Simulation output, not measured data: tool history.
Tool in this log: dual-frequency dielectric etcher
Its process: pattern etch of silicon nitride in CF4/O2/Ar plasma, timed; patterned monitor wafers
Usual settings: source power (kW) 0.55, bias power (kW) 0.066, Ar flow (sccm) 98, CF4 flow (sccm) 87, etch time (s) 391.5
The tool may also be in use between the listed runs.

run,hour,source power (kW),bias power (kW),Ar flow (sccm),CF4 flow (sccm),etch time (s),wafers since the last listed run,hours since the last wet clean,hours since the last source power generator calibration,hours since the last bias power generator calibration,hours since the last Ar flow controller change,hours since the last CF4 flow controller change,hours since the last upper electrode change,hours since the gauge calibration,"read-back reference wafer on the same gauge, depth_nm",mean etch depth across the wafer (nm)
1,0,0.55,0.066,98,87,391.5,0,264.8,4079.3,3327.4,4144.4,5508.1,4148.2,288.7,941.2,865.5
2,11.5,0.55,0.066,98,87,391.5,62,276.3,4090.8,3338.9,4155.9,5519.6,4159.7,300.2,941.1,867.8
3,45.4,0.55,0.054,108,87,391.5,185,310.2,4124.7,3372.8,4189.8,5553.5,4193.6,334.1,941.4,777.5
4,61.9,0.55,0.054,108,87,391.5,90,326.7,4141.2,3389.3,4206.3,5570,4210.1,350.6,940.9,775.6
# hour 71.9: Ar flow controller replaced
5,76.4,0.55,0.054,108,87,391.5,46,341.2,4155.7,3403.8,4.5,5584.5,4224.6,365.1,940.5,776.3
# hour 91.1: CF4 flow controller replaced
6,93.9,0.55,0.066,98,76,391.5,62,358.7,4173.2,3421.3,22,2.8,4242.1,382.6,940.7,843.7
7,107.4,0.55,0.066,98,76,391.5,73,372.2,4186.7,3434.8,35.5,16.3,4255.6,396.1,941,850.9
# hour 112.4: gauge calibrated
# hour 133.1: wet clean of the chamber
# hour 136.7: bias power generator calibrated
8,137.2,0.55,0.066,117,87,391.5,12,4.1,4216.5,0.5,65.3,46.1,4285.4,24.8,940.7,849.5
9,137.6,0.55,0.066,98,87,391.5,2,4.5,4216.9,0.9,65.7,46.5,4285.8,25.2,941.1,869.1
# hour 145.5: source power generator calibrated
10,146,0.55,0.07,98,87,462.5,24,12.9,0.5,9.3,74.1,54.9,4294.2,33.6,941.2,1056.6
11,151.9,0.43,0.066,112,95,433,32,18.8,6.4,15.2,80,60.8,4300.1,39.5,940.6,767.8
12,162,0.55,0.076,98,87,483.5,55,28.9,16.5,25.3,90.1,70.9,4310.2,49.6,940.8,1151.2
# hour 194.8: upper electrode replaced
13,195.3,0.48,0.066,98,87,502,50,62.2,49.8,58.6,123.4,104.2,0.5,82.9,941.2,989
14,195.7,0.55,0.066,98,87,391.5,2,62.6,50.2,59,123.8,104.6,0.9,83.3,941.8,867
15,197.9,0.55,0.066,98,87,391.5,12,64.8,52.4,61.2,126,106.8,3.1,85.5,941.2,867.4
16,239,0.45,0.073,98,65,322,224,105.9,93.5,102.3,167.1,147.9,44.2,126.6,940.4,592.2
17,254.5,0.55,0.066,98,87,391.5,84,121.4,109,117.8,182.6,163.4,59.7,142.1,941.3,870.7
18,267.5,0.55,0.066,119,106,391.5,71,134.4,122,130.8,195.6,176.4,72.7,155.1,941.1,870.9
19,274,0.55,0.066,98,87,391.5,35,140.9,128.5,137.3,202.1,182.9,79.2,161.6,941.3,871.2
20,326,0.55,0.066,98,66,391.5,284,192.9,180.5,189.3,254.1,234.9,131.2,213.6,941.1,820.8

Forecast each of these 5 alternatives for the next run:
A,326.5,0.55,0.066,98,87,473.5,2,193.4,181,189.8,254.6,235.4,131.7,214.1,?,?
B,326.5,0.55,0.073,98,94,391.5,2,193.4,181,189.8,254.6,235.4,131.7,214.1,?,?
C,326.5,0.44,0.066,107,87,391.5,2,193.4,181,189.8,254.6,235.4,131.7,214.1,?,?
D,326.5,0.55,0.057,88,87,391.5,2,193.4,181,189.8,254.6,235.4,131.7,214.1,?,?
E,326.5,0.68,0.066,98,87,391.5,2,193.4,181,189.8,254.6,235.4,131.7,214.1,?,?

run,"read-back reference wafer on the same gauge, depth_nm",mean etch depth across the wafer (nm)
A,941.6,1057.1
B,941.6,929.4
C,941.6,704.9
D,941.6,830.8
E,941.6,1056
Stripped of hidden state, with their random variation kept, the same runs would have yielded:
run,mean etch depth across the wafer (nm)
A,1057.1
B,929.4
C,704.9
D,830.8
E,1056
